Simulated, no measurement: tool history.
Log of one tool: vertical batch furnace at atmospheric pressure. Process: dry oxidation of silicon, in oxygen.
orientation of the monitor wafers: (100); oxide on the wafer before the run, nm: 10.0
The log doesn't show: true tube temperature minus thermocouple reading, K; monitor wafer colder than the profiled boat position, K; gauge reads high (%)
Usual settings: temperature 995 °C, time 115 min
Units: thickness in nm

run,day,temperature,time,wafers since the last listed run,hours since the last temperature calibration,hours since the boat lift was adjusted,hours since the gauge calibration,"read-back reference wafer on the same gauge, thickness",thickness
1,0,1006,115,0,2190.9,1207.5,47.1,58.29,71.09
2,2.333,1006,115,479,2246.9,1263.5,103.1,58.29,70.94
3,4.367,995,115,418,2295.7,1312.3,151.9,58.28,63.93
4,5.404,995,115,213,2320.6,1337.2,176.8,58.29,64.48
5,8.129,995,82.5,560,2386,1402.6,242.2,58.32,51.44
6,10.546,995,82.5,497,2444,1460.6,300.2,58.3,51.67
7,11.992,995,115,297,2478.7,1495.3,334.9,58.3,64.26
8,13.492,995,80.5,308,2514.7,1531.3,370.9,58.27,50.56
# day 16.571: boat lift adjusted
9,16.592,1017,159.5,431,2589.1,0.5,445.3,58.24,100.5
# day 17.804: thermocouples replaced and temperature profile calibrated
10,17.825,1010,152,47,0.5,30.1,474.9,58.34,91.92
11,19.925,995,115,431,50.9,80.5,525.3,58.33,66.14
# day 20.412: gauge calibrated
12,21.154,995,137.5,252,80.4,110,17.8,58.26,74.62
13,23.708,995,115,525,141.7,171.3,79.1,58.28,65.69
14,24.758,995,115,215,166.9,196.5,104.3,58.27,65.68
15,26.096,1007,148.5,275,199,228.6,136.4,58.37,86.96

Forecast each of these 4 alternatives for the next run:
A,26.358,995,115,53,205.3,234.9,142.7,?,?
B,26.358,974,115,53,205.3,234.9,142.7,?,?
C,26.358,1015,70,53,205.3,234.9,142.7,?,?
D,26.358,1007,115,53,205.3,234.9,142.7,?,?

run,"read-back reference wafer on the same gauge, thickness",thickness
A,58.28,65.28
B,58.28,55.33
C,58.28,56.85
D,58.28,72.95
Without the tool's hidden state the same runs would have given:
run,thickness
A,66.33
B,56
C,57.75
D,74.12
